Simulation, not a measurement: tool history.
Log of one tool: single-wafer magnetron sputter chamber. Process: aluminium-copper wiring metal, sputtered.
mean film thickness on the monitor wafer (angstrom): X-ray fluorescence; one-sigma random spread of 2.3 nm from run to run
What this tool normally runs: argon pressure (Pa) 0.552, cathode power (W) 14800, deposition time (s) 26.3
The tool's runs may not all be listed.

run     day  argon pressure (Pa)  cathode power (W)  deposition time (s)  read-back reference wafer on the same gauge, thickness_nm  mean film thickness on the monitor wafer (angstrom)
  1       0                0.552              14800                 26.3                                                    673.181                                              6074.17
  2   2.912                0.552              14800                 26.3                                                    673.036                                              6036.66
      3.354  -- sputter target and shields replaced
  3   3.867                0.552              15850                 26.3                                                    673.234                                              6512.99
  4   5.238                0.552              14800                 26.3                                                    673.156                                              6046.48
  5   6.654                0.552              14800                 26.3                                                    673.505                                              6030.77
  6   7.625                0.552              14800                 26.3                                                    672.887                                              6048.55
  7   8.642                0.552              14800                 26.3                                                    673.028                                              6106.63
  8   9.742                0.552              14800                 26.3                                                    672.774                                              6065.03
  9  10.929                0.552              14800                 26.3                                                    672.429                                              6029.85
     11.754  -- sputter target and shields replaced
 10  11.775                0.477              14800                 26.3                                                    673.002                                              6242.17
 11  12.996                0.477              14800                 26.3                                                    673.233                                              6294.01
 12  16.238                0.477              14800                 26.3                                                    673.713                                              6284.97
 13  17.358                0.552              12550                 29.8                                                    673.461                                              5783.11
 14  18.512                0.552              14800                 26.3                                                    673.107                                              6010.52
 15  19.396                0.552              14800                 26.3                                                    673.356                                              6015.63
     20.021  -- capacitance manometer re-zeroed and calibrated
 16  20.392                0.552              14800                 26.3                                                    673.263                                              6251.83
     21.829  -- sputter target and shields replaced
 17   21.85                0.725              14800                 24.2                                                    673.164                                              5355.95
 18  22.779                0.725              14800                 24.2                                                    673.174                                              5293.04
     23.775  -- magnet pack replaced
 19  24.204                0.552              14800                 26.3                                                    673.843                                              6229.94
 20  26.938                0.552              14800                 29.5                                                    672.078                                              6983.34
     27.121  -- gauge calibrated
 21  30.067                0.426              15750                 30.3                                                    672.847                                              8065.88
 22  31.025                0.552              14800                 26.3                                                    673.703                                              6215.58
       32.7  -- sputter target and shields replaced
 23  32.721                0.552              14800                 26.3                                                    673.482                                              6268.95
 24  33.079                0.688              13450                 23.7                                                    673.172                                              4796.91
 25   33.85                 0.65              16700                 27.7                                                    672.969                                               7129.7
 26  34.408                0.552              14800                 26.3                                                    672.266                                              6218.87
 27  35.883                0.552              14800                 26.3                                                    672.824                                              6218.97
 28   40.05                0.552              14800                 29.5                                                    673.234                                              6994.13
     41.146  -- sputter target and shields replaced
 29  41.167                0.552              13500                 30.6                                                    672.432                                              6572.79
 30  41.746                0.662              18400                 26.3                                                    673.105                                              7321.23
 31  42.404                0.483              14800                 26.3                                                    672.682                                              6356.61
 32  43.079                0.374              11950                 22.3                                                    673.346                                              4600.18
 33  43.896                0.335              17650                 26.3                                                     673.62                                              8176.28
 34  45.983                0.747              12800                 26.3                                                     673.76                                              4894.25

What if the next run were any one of these 4? Each begins from the tool's condition after run 34:
  A   46                0.766              14800                 26.3                                                          ?                                                    ?
  B   46                0.763              16150                 21.6                                                          ?                                                    ?
  C   46                 0.64              13000                 22.7                                                          ?                                                    ?
  D   46                 0.71              16800                 30.2                                                          ?                                                    ?

run  read-back reference wafer on the same gauge, thickness_nm  mean film thickness on the monitor wafer (angstrom)
  A                                                    672.042                                              5655.34
  B                                                    672.042                                              5074.96
  C                                                    672.042                                              4531.44
  D                                                    672.042                                               7553.8
Take away the tool's hidden state, keep each run's random variation, and the runs would have read:
run  mean film thickness on the monitor wafer (angstrom)
  A                                              5660.42
  B                                              5079.51
  C                                              4534.97
  D                                               7560.2
